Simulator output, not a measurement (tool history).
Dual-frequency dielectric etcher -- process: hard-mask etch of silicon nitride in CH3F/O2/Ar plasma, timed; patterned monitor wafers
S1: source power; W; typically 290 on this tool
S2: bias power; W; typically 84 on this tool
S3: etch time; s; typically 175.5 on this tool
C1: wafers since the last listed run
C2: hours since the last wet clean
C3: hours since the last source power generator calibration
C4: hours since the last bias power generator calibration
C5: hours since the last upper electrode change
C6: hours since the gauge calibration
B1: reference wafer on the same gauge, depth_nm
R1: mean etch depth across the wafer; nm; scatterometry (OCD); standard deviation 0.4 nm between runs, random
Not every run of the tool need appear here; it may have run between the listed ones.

run 1 day=0 | S1=290 S2=84 S3=175.5 | C1=0 C2=296.7 C3=3568 C4=3875.2 C5=5221.4 C6=47 | B1=137 | R1=116.4
run 2 day=1.071 | S1=290 S2=84 S3=175.5 | C1=219 C2=322.4 C3=3593.7 C4=3900.9 C5=5247.1 C6=72.7 | B1=137.1 | R1=115.4
run 3 day=1.867 | S1=290 S2=84 S3=175.5 | C1=163 C2=341.5 C3=3612.8 C4=3920 C5=5266.2 C6=91.8 | B1=137 | R1=116
run 4 day=2.883 | S1=290 S2=84 S3=175.5 | C1=208 C2=365.9 C3=3637.2 C4=3944.4 C5=5290.6 C6=116.2 | B1=137 | R1=115
run 5 day=3.438 | S1=320 S2=84 S3=175.5 | C1=113 C2=379.2 C3=3650.5 C4=3957.7 C5=5303.9 C6=129.5 | B1=137 | R1=120.8
run 6 day=4.588 | S1=320 S2=84 S3=175.5 | C1=235 C2=406.8 C3=3678.1 C4=3985.3 C5=5331.5 C6=157.1 | B1=137 | R1=121.1
run 7 day=5.429 | S1=320 S2=84 S3=175.5 | C1=172 C2=427 C3=3698.3 C4=4005.5 C5=5351.7 C6=177.3 | B1=137 | R1=121.3
-- day=5.867 bias power generator calibrated
run 8 day=6.754 | S1=260 S2=91 S3=140.5 | C1=237 C2=458.8 C3=3730.1 C4=21.3 C5=5383.5 C6=209.1 | B1=136.9 | R1=89.7
run 9 day=8.058 | S1=290 S2=84 S3=175.5 | C1=267 C2=490.1 C3=3761.4 C4=52.6 C5=5414.8 C6=240.4 | B1=137.1 | R1=113.8
-- day=8.425 gauge calibrated
-- day=9.258 upper electrode replaced, of another model than before
-- day=10.029 wet clean of the chamber
-- day=10.096 source power generator calibrated
run 10 day=10.117 | S1=230 S2=84 S3=215 | C1=44 C2=2.1 C3=0.5 C4=102 C5=20.6 C6=40.6 | B1=137 | R1=119.6
run 11 day=10.779 | S1=290 S2=65 S3=224.5 | C1=135 C2=18 C3=16.4 C4=117.9 C5=36.5 C6=56.5 | B1=137.1 | R1=142
run 12 day=12.162 | S1=310 S2=99 S3=175.5 | C1=283 C2=51.2 C3=49.6 C4=151.1 C5=69.7 C6=89.7 | B1=137.2 | R1=129.7
run 13 day=12.908 | S1=350 S2=84 S3=175.5 | C1=152 C2=69.1 C3=67.5 C4=169 C5=87.6 C6=107.6 | B1=136.9 | R1=133.9
run 14 day=13.867 | S1=290 S2=84 S3=175.5 | C1=196 C2=92.1 C3=90.5 C4=192 C5=110.6 C6=130.6 | B1=137.1 | R1=117.4
run 15 day=14.508 | S1=290 S2=84 S3=175.5 | C1=131 C2=107.5 C3=105.9 C4=207.4 C5=126 C6=146 | B1=137.1 | R1=117.3

4 options for the next run, each taken on its own from the tool as it stands now. Forecast them:
run A day=14.529 | S1=290 S2=84 S3=175.5 | C1=4 C2=108 C3=106.4 C4=207.9 C5=126.5 C6=146.5 | B1=? | R1=?
run B day=14.529 | S1=290 S2=84 S3=129 | C1=4 C2=108 C3=106.4 C4=207.9 C5=126.5 C6=146.5 | B1=? | R1=?
run C day=14.529 | S1=290 S2=71 S3=175.5 | C1=4 C2=108 C3=106.4 C4=207.9 C5=126.5 C6=146.5 | B1=? | R1=?
run D day=14.529 | S1=330 S2=68 S3=144 | C1=4 C2=108 C3=106.4 C4=207.9 C5=126.5 C6=146.5 | B1=? | R1=?

run=A B1=136.9 R1=117.3
run=B B1=136.9 R1=86.2
run=C B1=136.9 R1=112.2
run=D B1=136.9 R1=99.8
With no hidden state in the tool, these same runs would have given:
run=A R1=118.7
run=B R1=87.3
run=C R1=113.6
run=D R1=101
